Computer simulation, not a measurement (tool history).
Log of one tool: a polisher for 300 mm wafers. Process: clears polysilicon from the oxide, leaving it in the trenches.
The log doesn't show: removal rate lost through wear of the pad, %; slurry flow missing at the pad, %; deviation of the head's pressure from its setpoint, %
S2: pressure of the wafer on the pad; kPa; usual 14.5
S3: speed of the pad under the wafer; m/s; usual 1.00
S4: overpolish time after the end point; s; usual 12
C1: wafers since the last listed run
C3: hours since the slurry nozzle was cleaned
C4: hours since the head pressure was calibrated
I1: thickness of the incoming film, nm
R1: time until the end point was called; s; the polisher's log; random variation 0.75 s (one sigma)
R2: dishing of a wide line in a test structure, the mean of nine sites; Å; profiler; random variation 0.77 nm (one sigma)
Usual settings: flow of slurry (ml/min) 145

{"run": 1, "hour": 0.0, "flow of slurry (ml/min)": 145, "S2": 14.5, "S3": 1.0, "S4": 12, "C1": 0, "wafers polished on this pad": 233, "C3": 58.4, "C4": 691.6, "I1": 635.5, "R1": 73.6, "R2": 458}
{"run": 2, "hour": 62.6, "flow of slurry (ml/min)": 145, "S2": 14.5, "S3": 1.0, "S4": 12, "C1": 334, "wafers polished on this pad": 567, "C3": 121.0, "C4": 754.2, "I1": 636.4, "R1": 74.6, "R2": 476}
{"hour": 143.9, "done": "worn pad replaced by a new one"}
{"run": 3, "hour": 155.3, "flow of slurry (ml/min)": 145, "S2": 14.5, "S3": 1.0, "S4": 12, "C1": 474, "wafers polished on this pad": 61, "C3": 213.7, "C4": 846.9, "I1": 646.8, "R1": 77.6, "R2": 473}
{"run": 4, "hour": 258.2, "flow of slurry (ml/min)": 145, "S2": 14.5, "S3": 1.0, "S4": 12, "C1": 550, "wafers polished on this pad": 611, "C3": 316.6, "C4": 949.8, "I1": 643.6, "R1": 78.3, "R2": 470}
{"hour": 307.2, "done": "worn pad replaced by a new one"}
{"run": 5, "hour": 325.5, "flow of slurry (ml/min)": 145, "S2": 14.5, "S3": 1.0, "S4": 10, "C1": 338, "wafers polished on this pad": 97, "C3": 383.9, "C4": 1017.1, "I1": 643.1, "R1": 78.5, "R2": 432}
{"run": 6, "hour": 365.0, "flow of slurry (ml/min)": 145, "S2": 14.5, "S3": 1.0, "S4": 10, "C1": 211, "wafers polished on this pad": 308, "C3": 423.4, "C4": 1056.6, "I1": 642.7, "R1": 78.3, "R2": 436}
{"run": 7, "hour": 467.3, "flow of slurry (ml/min)": 170, "S2": 14.5, "S3": 1.0, "S4": 15, "C1": 546, "wafers polished on this pad": 855, "C3": 525.7, "C4": 1158.9, "I1": 633.3, "R1": 75.7, "R2": 492}
{"hour": 516.1, "done": "worn pad replaced by a new one"}
{"run": 8, "hour": 567.0, "flow of slurry (ml/min)": 145, "S2": 14.5, "S3": 1.0, "S4": 12, "C1": 511, "wafers polished on this pad": 272, "C3": 625.4, "C4": 1258.6, "I1": 641.0, "R1": 78.1, "R2": 463}
{"run": 9, "hour": 615.1, "flow of slurry (ml/min)": 145, "S2": 14.5, "S3": 1.0, "S4": 12, "C1": 257, "wafers polished on this pad": 529, "C3": 673.5, "C4": 1306.7, "I1": 648.1, "R1": 80.0, "R2": 463}
{"hour": 691.5, "done": "worn pad replaced by a new one"}
{"run": 10, "hour": 700.4, "flow of slurry (ml/min)": 145, "S2": 11.7, "S3": 0.72, "S4": 12, "C1": 434, "wafers polished on this pad": 47, "C3": 758.8, "C4": 1392.0, "I1": 632.3, "R1": 125.9, "R2": 387}
{"hour": 729.2, "done": "head pressure recalibrated"}
{"hour": 759.1, "done": "slurry nozzle cleaned"}
{"run": 11, "hour": 765.0, "flow of slurry (ml/min)": 145, "S2": 10.3, "S3": 1.0, "S4": 12, "C1": 329, "wafers polished on this pad": 376, "C3": 5.9, "C4": 35.8, "I1": 644.1, "R1": 101.2, "R2": 423}
{"run": 12, "hour": 818.5, "flow of slurry (ml/min)": 145, "S2": 14.5, "S3": 1.0, "S4": 7, "C1": 286, "wafers polished on this pad": 662, "C3": 59.4, "C4": 89.3, "I1": 643.7, "R1": 74.7, "R2": 379}
{"run": 13, "hour": 888.3, "flow of slurry (ml/min)": 145, "S2": 16.5, "S3": 0.72, "S4": 5, "C1": 373, "wafers polished on this pad": 1036, "C3": 129.2, "C4": 159.1, "I1": 636.8, "R1": 84.3, "R2": 291}

The next listed run, before its measurement:
{"hour": 903.5, "done": "worn pad replaced by a new one"}
{"run": 14, "hour": 950.6, "flow of slurry (ml/min)": 175, "S2": 14.5, "S3": 0.9, "S4": 12, "C1": 311, "wafers polished on this pad": 251, "C3": 191.5, "C4": 221.4, "I1": 638.6, "R1": "?", "R2": "?"}

{"run 14": {"R1": 77.5, "R2": 459}}
Without the tool's hidden state the same run would have given R1 74.8 s, R2 463 Å.
